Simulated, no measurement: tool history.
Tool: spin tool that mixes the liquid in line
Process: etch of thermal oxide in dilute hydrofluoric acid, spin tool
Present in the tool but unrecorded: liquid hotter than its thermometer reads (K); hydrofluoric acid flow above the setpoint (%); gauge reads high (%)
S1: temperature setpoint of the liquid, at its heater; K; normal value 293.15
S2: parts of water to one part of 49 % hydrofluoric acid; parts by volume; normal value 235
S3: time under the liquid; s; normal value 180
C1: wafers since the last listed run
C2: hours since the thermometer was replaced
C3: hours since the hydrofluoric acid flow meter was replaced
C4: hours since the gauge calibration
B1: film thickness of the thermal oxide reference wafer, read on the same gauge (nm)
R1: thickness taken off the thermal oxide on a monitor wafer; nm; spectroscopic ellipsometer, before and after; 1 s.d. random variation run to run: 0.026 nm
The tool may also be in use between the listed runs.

| run | hour | S1 | S2 | S3 | C1 | C2 | C3 | C4 | B1 | R1 |
|---|---|---|---|---|---|---|---|---|---|---|
| 1 | 0.0 | 293.15 | 235 | 180 | 0 | 2316.5 | 337.2 | 368.8 | 69.994 | 2.949 |
| 2 | 6.9 | 293.15 | 235 | 180 | 44 | 2323.4 | 344.1 | 375.7 | 69.996 | 2.920 |
| 3 | 15.4 | 293.15 | 235 | 180 | 54 | 2331.9 | 352.6 | 384.2 | 69.987 | 2.921 |
| 4 | 27.2 | 293.15 | 235 | 180 | 76 | 2343.7 | 364.4 | 396.0 | 69.992 | 2.958 |
| 5 | 44.8 | 293.15 | 235 | 180 | 113 | 2361.3 | 382.0 | 413.6 | 69.998 | 2.977 |
| 6 | 73.9 | 293.15 | 235 | 260 | 187 | 2390.4 | 411.1 | 442.7 | 70.033 | 4.221 |
|  | 76.3 | gauge calibrated |
| 7 | 89.6 | 293.15 | 235 | 260 | 101 | 2406.1 | 426.8 | 13.3 | 69.994 | 4.241 |
| 8 | 102.4 | 293.15 | 235 | 260 | 82 | 2418.9 | 439.6 | 26.1 | 70.013 | 4.254 |
|  | 106.7 | thermometer replaced |
| 9 | 111.4 | 293.15 | 235 | 180 | 51 | 4.7 | 448.6 | 35.1 | 69.991 | 3.009 |
| 10 | 121.4 | 293.15 | 235 | 180 | 64 | 14.7 | 458.6 | 45.1 | 69.984 | 2.994 |
| 11 | 138.6 | 293.15 | 235 | 180 | 110 | 31.9 | 475.8 | 62.3 | 69.963 | 2.999 |
| 12 | 160.9 | 293.15 | 235 | 180 | 143 | 54.2 | 498.1 | 84.6 | 69.993 | 2.987 |
| 13 | 170.3 | 293.15 | 235 | 180 | 60 | 63.6 | 507.5 | 94.0 | 70.009 | 2.987 |
|  | 178.1 | hydrofluoric acid flow meter replaced |
| 14 | 181.9 | 293.15 | 235 | 180 | 68 | 75.2 | 3.8 | 105.6 | 69.982 | 2.904 |
| 15 | 190.0 | 293.15 | 200 | 180 | 52 | 83.3 | 11.9 | 113.7 | 70.032 | 3.507 |
| 16 | 207.9 | 290.65 | 235 | 135 | 115 | 101.2 | 29.8 | 131.6 | 69.995 | 1.937 |
| 17 | 219.6 | 293.15 | 185 | 265 | 75 | 112.9 | 41.5 | 143.3 | 69.991 | 5.719 |
| 18 | 230.1 | 290.15 | 150 | 180 | 67 | 123.4 | 52.0 | 153.8 | 70.026 | 4.413 |
| 19 | 272.0 | 293.15 | 235 | 145 | 270 | 165.3 | 93.9 | 195.7 | 70.006 | 2.313 |
| 20 | 279.3 | 293.15 | 235 | 180 | 47 | 172.6 | 101.2 | 203.0 | 69.982 | 2.904 |
| 21 | 286.0 | 294.65 | 185 | 265 | 43 | 179.3 | 107.9 | 209.7 | 70.025 | 6.081 |
| 22 | 295.3 | 296.65 | 235 | 180 | 59 | 188.6 | 117.2 | 219.0 | 70.027 | 3.300 |
| 23 | 308.2 | 293.15 | 235 | 265 | 83 | 201.5 | 130.1 | 231.9 | 69.993 | 4.202 |
| 24 | 315.1 | 293.15 | 160 | 95 | 44 | 208.4 | 137.0 | 238.8 | 70.004 | 2.404 |
| 25 | 322.9 | 293.15 | 235 | 260 | 50 | 216.2 | 144.8 | 246.6 | 70.011 | 4.243 |
| 26 | 340.1 | 293.15 | 150 | 180 | 110 | 233.4 | 162.0 | 263.8 | 69.984 | 4.974 |
| 27 | 354.1 | 293.15 | 235 | 240 | 90 | 247.4 | 176.0 | 277.8 | 70.004 | 3.952 |
| 28 | 368.6 | 298.15 | 235 | 145 | 93 | 261.9 | 190.5 | 292.3 | 70.027 | 2.834 |
| 29 | 376.8 | 293.15 | 235 | 290 | 52 | 270.1 | 198.7 | 300.5 | 70.001 | 4.721 |
| 30 | 391.1 | 293.15 | 235 | 180 | 92 | 284.4 | 213.0 | 314.8 | 69.989 | 2.964 |
| 31 | 406.9 | 290.15 | 200 | 130 | 101 | 300.2 | 228.8 | 330.6 | 69.992 | 2.312 |
| 32 | 413.2 | 296.15 | 330 | 245 | 40 | 306.5 | 235.1 | 336.9 | 70.001 | 2.898 |
| 33 | 423.6 | 297.65 | 155 | 95 | 67 | 316.9 | 245.5 | 347.3 | 69.994 | 3.026 |
| 34 | 435.0 | 291.65 | 135 | 255 | 73 | 328.3 | 256.9 | 358.7 | 70.000 | 7.486 |
| 35 | 447.4 | 291.65 | 235 | 180 | 79 | 340.7 | 269.3 | 371.1 | 69.999 | 2.789 |

Forecast each of these 3 alternatives for the next run:
| A | 447.9 | 293.15 | 235 | 180 | 3 | 341.2 | 269.8 | 371.6 | ? | ? |
| B | 447.9 | 293.15 | 265 | 180 | 3 | 341.2 | 269.8 | 371.6 | ? | ? |
| C | 447.9 | 290.15 | 170 | 145 | 3 | 341.2 | 269.8 | 371.6 | ? | ? |

| run | B1 | R1 |
|---|---|---|
| A | 69.969 | 2.877 |
| B | 69.969 | 2.482 |
| C | 69.969 | 3.023 |
Had the tool no hidden state, the same runs would have come out as:
| run | R1 |
|---|---|
| A | 2.780 |
| B | 2.397 |
| C | 2.927 |
